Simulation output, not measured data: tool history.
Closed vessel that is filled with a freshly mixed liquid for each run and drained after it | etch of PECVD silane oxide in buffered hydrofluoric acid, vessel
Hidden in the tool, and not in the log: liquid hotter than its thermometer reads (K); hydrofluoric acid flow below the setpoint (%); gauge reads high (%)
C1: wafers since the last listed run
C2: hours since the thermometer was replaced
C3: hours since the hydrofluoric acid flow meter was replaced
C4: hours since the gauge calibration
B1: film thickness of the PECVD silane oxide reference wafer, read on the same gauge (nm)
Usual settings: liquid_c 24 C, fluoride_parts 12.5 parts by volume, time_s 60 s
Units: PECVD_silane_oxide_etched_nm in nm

{"run": 1, "hour": 0.0, "liquid_c": 24, "fluoride_parts": 12.5, "time_s": 85, "C1": 0, "C2": 773.2, "C3": 49.5, "C4": 64, "B1": 150.28, "PECVD_silane_oxide_etched_nm": 197.3}
{"run": 2, "hour": 84.1, "liquid_c": 24, "fluoride_parts": 12.5, "time_s": 85, "C1": 9482, "C2": 857.3, "C3": 133.6, "C4": 148.1, "B1": 150.79, "PECVD_silane_oxide_etched_nm": 198.35}
{"run": 3, "hour": 189.1, "liquid_c": 24, "fluoride_parts": 12.5, "time_s": 85, "C1": 11839, "C2": 962.3, "C3": 238.6, "C4": 253.1, "B1": 151.42, "PECVD_silane_oxide_etched_nm": 199.78}
{"run": 4, "hour": 278.6, "liquid_c": 24, "fluoride_parts": 12.5, "time_s": 60, "C1": 10091, "C2": 1051.8, "C3": 328.1, "C4": 342.6, "B1": 151.97, "PECVD_silane_oxide_etched_nm": 140.94}
{"hour": 412.2, "done": "hydrofluoric acid flow meter replaced"}
{"hour": 485.5, "done": "thermometer replaced"}
{"run": 5, "hour": 531.8, "liquid_c": 24, "fluoride_parts": 12.5, "time_s": 60, "C1": 28324, "C2": 46.3, "C3": 119.6, "C4": 595.8, "B1": 153.48, "PECVD_silane_oxide_etched_nm": 142.23}
{"run": 6, "hour": 571.7, "liquid_c": 21, "fluoride_parts": 12.5, "time_s": 60, "C1": 4499, "C2": 86.2, "C3": 159.5, "C4": 635.7, "B1": 153.71, "PECVD_silane_oxide_etched_nm": 120.97}
{"run": 7, "hour": 637.7, "liquid_c": 24, "fluoride_parts": 12.5, "time_s": 60, "C1": 7442, "C2": 152.2, "C3": 225.5, "C4": 701.7, "B1": 154.1, "PECVD_silane_oxide_etched_nm": 142.9}
{"hour": 664.4, "done": "gauge calibrated"}
{"run": 8, "hour": 683.4, "liquid_c": 21, "fluoride_parts": 10.5, "time_s": 35, "C1": 5153, "C2": 197.9, "C3": 271.2, "C4": 19, "B1": 149.35, "PECVD_silane_oxide_etched_nm": 81.35}
{"run": 9, "hour": 752.6, "liquid_c": 24, "fluoride_parts": 15, "time_s": 80, "C1": 7802, "C2": 267.1, "C3": 340.4, "C4": 88.2, "B1": 149.77, "PECVD_silane_oxide_etched_nm": 153.87}
{"run": 10, "hour": 846.6, "liquid_c": 24, "fluoride_parts": 9.5, "time_s": 60, "C1": 10599, "C2": 361.1, "C3": 434.4, "C4": 182.2, "B1": 150.31, "PECVD_silane_oxide_etched_nm": 177.85}
{"run": 11, "hour": 892.9, "liquid_c": 19, "fluoride_parts": 7.5, "time_s": 35, "C1": 5220, "C2": 407.4, "C3": 480.7, "C4": 228.5, "B1": 150.59, "PECVD_silane_oxide_etched_nm": 100.19}
{"hour": 894.1, "done": "hydrofluoric acid flow meter replaced"}
{"run": 12, "hour": 970.0, "liquid_c": 24, "fluoride_parts": 12.5, "time_s": 60, "C1": 8580, "C2": 484.5, "C3": 75.9, "C4": 305.6, "B1": 151.06, "PECVD_silane_oxide_etched_nm": 139.55}
{"run": 13, "hour": 1055.0, "liquid_c": 24, "fluoride_parts": 12.5, "time_s": 60, "C1": 9584, "C2": 569.5, "C3": 160.9, "C4": 390.6, "B1": 151.57, "PECVD_silane_oxide_etched_nm": 139.73}
{"run": 14, "hour": 1128.2, "liquid_c": 21, "fluoride_parts": 10, "time_s": 60, "C1": 8253, "C2": 642.7, "C3": 234.1, "C4": 463.8, "B1": 152, "PECVD_silane_oxide_etched_nm": 147.88}
{"run": 15, "hour": 1177.8, "liquid_c": 21.5, "fluoride_parts": 12.5, "time_s": 60, "C1": 5592, "C2": 692.3, "C3": 283.7, "C4": 513.4, "B1": 152.28, "PECVD_silane_oxide_etched_nm": 123.03}

Forecast each of these 5 alternatives for the next run:
{"run": "A", "hour": 1178.5, "liquid_c": 24, "fluoride_parts": 12.5, "time_s": 45, "C1": 78, "C2": 693, "C3": 284.4, "C4": 514.1, "B1": "?", "PECVD_silane_oxide_etched_nm": "?"}
{"run": "B", "hour": 1178.5, "liquid_c": 21, "fluoride_parts": 11, "time_s": 60, "C1": 78, "C2": 693, "C3": 284.4, "C4": 514.1, "B1": "?", "PECVD_silane_oxide_etched_nm": "?"}
{"run": "C", "hour": 1178.5, "liquid_c": 25.5, "fluoride_parts": 10.5, "time_s": 60, "C1": 78, "C2": 693, "C3": 284.4, "C4": 514.1, "B1": "?", "PECVD_silane_oxide_etched_nm": "?"}
{"run": "D", "hour": 1178.5, "liquid_c": 26.5, "fluoride_parts": 12.5, "time_s": 60, "C1": 78, "C2": 693, "C3": 284.4, "C4": 514.1, "B1": "?", "PECVD_silane_oxide_etched_nm": "?"}
{"run": "E", "hour": 1178.5, "liquid_c": 19.5, "fluoride_parts": 16, "time_s": 35, "C1": 78, "C2": 693, "C3": 284.4, "C4": 514.1, "B1": "?", "PECVD_silane_oxide_etched_nm": "?"}

run=A B1=152.31 PECVD_silane_oxide_etched_nm=106.11
run=B B1=152.31 PECVD_silane_oxide_etched_nm=135.88
run=C B1=152.31 PECVD_silane_oxide_etched_nm=181.95
run=D B1=152.31 PECVD_silane_oxide_etched_nm=161.98
run=E B1=152.31 PECVD_silane_oxide_etched_nm=50.47
Without the tool's hidden state the same runs would have given:
run=A PECVD_silane_oxide_etched_nm=104.5
run=B PECVD_silane_oxide_etched_nm=133.82
run=C PECVD_silane_oxide_etched_nm=179.19
run=D PECVD_silane_oxide_etched_nm=159.53
run=E PECVD_silane_oxide_etched_nm=49.71

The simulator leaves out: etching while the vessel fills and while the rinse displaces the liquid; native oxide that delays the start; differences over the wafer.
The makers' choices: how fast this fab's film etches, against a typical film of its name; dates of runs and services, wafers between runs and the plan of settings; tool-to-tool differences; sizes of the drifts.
